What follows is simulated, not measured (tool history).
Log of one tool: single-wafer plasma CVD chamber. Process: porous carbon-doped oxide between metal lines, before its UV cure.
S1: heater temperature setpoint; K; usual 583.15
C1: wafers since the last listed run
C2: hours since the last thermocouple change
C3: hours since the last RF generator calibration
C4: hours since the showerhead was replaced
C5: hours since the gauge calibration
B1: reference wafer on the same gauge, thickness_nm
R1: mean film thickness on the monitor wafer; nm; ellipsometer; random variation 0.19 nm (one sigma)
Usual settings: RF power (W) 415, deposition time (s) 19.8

run 1 day=0 | S1=583.15 RF_power_(W)=415 deposition_time_(s)=19.8 | C1=0 C2=838.5 C3=439.3 C4=7835.2 C5=555.5 | B1=84.248 | R1=89.644
run 2 day=3.421 | S1=583.15 RF_power_(W)=415 deposition_time_(s)=19.8 | C1=1591 C2=920.6 C3=521.4 C4=7917.3 C5=637.6 | B1=84.281 | R1=89.575
run 3 day=5.254 | S1=583.15 RF_power_(W)=415 deposition_time_(s)=19.8 | C1=852 C2=964.6 C3=565.4 C4=7961.3 C5=681.6 | B1=84.432 | R1=89.526
run 4 day=7.496 | S1=583.15 RF_power_(W)=415 deposition_time_(s)=19.8 | C1=1042 C2=1018.4 C3=619.2 C4=8015.1 C5=735.4 | B1=84.388 | R1=89.732
run 5 day=11.35 | S1=583.15 RF_power_(W)=415 deposition_time_(s)=19.8 | C1=1792 C2=1110.9 C3=711.7 C4=8107.6 C5=827.9 | B1=84.384 | R1=89.805
run 6 day=14.583 | S1=583.15 RF_power_(W)=415 deposition_time_(s)=19.8 | C1=1503 C2=1188.5 C3=789.3 C4=8185.2 C5=905.5 | B1=84.46 | R1=89.773
run 7 day=16.246 | S1=583.15 RF_power_(W)=415 deposition_time_(s)=19.8 | C1=773 C2=1228.4 C3=829.2 C4=8225.1 C5=945.4 | B1=84.417 | R1=89.311
-- day=17.946 thermocouple changed; heater temperature recalibrated
run 8 day=20.175 | S1=583.15 RF_power_(W)=415 deposition_time_(s)=19.8 | C1=1672 C2=53.5 C3=923.5 C4=8319.4 C5=1039.7 | B1=84.442 | R1=89.845
-- day=22.258 gauge calibrated
run 9 day=22.462 | S1=583.15 RF_power_(W)=415 deposition_time_(s)=19.8 | C1=1064 C2=108.4 C3=978.4 C4=8374.3 C5=4.9 | B1=83.542 | R1=88.683
run 10 day=25.525 | S1=583.15 RF_power_(W)=415 deposition_time_(s)=22.6 | C1=1424 C2=181.9 C3=1051.9 C4=8447.8 C5=78.4 | B1=83.745 | R1=101.167
run 11 day=30.012 | S1=583.15 RF_power_(W)=335 deposition_time_(s)=19.8 | C1=2087 C2=289.6 C3=1159.6 C4=8555.5 C5=186.1 | B1=84.057 | R1=74.343
run 12 day=32.954 | S1=583.15 RF_power_(W)=415 deposition_time_(s)=19.8 | C1=1368 C2=360.2 C3=1230.2 C4=8626.1 C5=256.7 | B1=84.258 | R1=89.616
-- day=36.454 showerhead replaced
-- day=37.388 RF generator calibrated
run 13 day=37.408 | S1=583.15 RF_power_(W)=415 deposition_time_(s)=19.8 | C1=1761 C2=467.1 C3=0.5 C4=22.9 C5=363.6 | B1=84.336 | R1=89.769
run 14 day=39.546 | S1=578.15 RF_power_(W)=365 deposition_time_(s)=19.8 | C1=994 C2=518.4 C3=51.8 C4=74.2 C5=414.9 | B1=84.449 | R1=82.555
run 15 day=42.358 | S1=574.15 RF_power_(W)=415 deposition_time_(s)=19.8 | C1=1308 C2=585.9 C3=119.3 C4=141.7 C5=482.4 | B1=84.521 | R1=94.585
run 16 day=44.992 | S1=576.15 RF_power_(W)=415 deposition_time_(s)=19.8 | C1=1224 C2=649.1 C3=182.5 C4=204.9 C5=545.6 | B1=84.581 | R1=93.715
run 17 day=48.225 | S1=597.15 RF_power_(W)=415 deposition_time_(s)=19.8 | C1=1503 C2=726.7 C3=260.1 C4=282.5 C5=623.2 | B1=84.658 | R1=83.591

Forecast run 18:
run 18 day=50.008 | S1=583.15 RF_power_(W)=365 deposition_time_(s)=22.2 | C1=829 C2=769.5 C3=302.9 C4=325.3 C5=666 | B1=? | R1=?

Run 18 gave B1 84.689, R1 90.054 nm.
Without the tool's hidden state the same run would have given R1 88.601 nm.
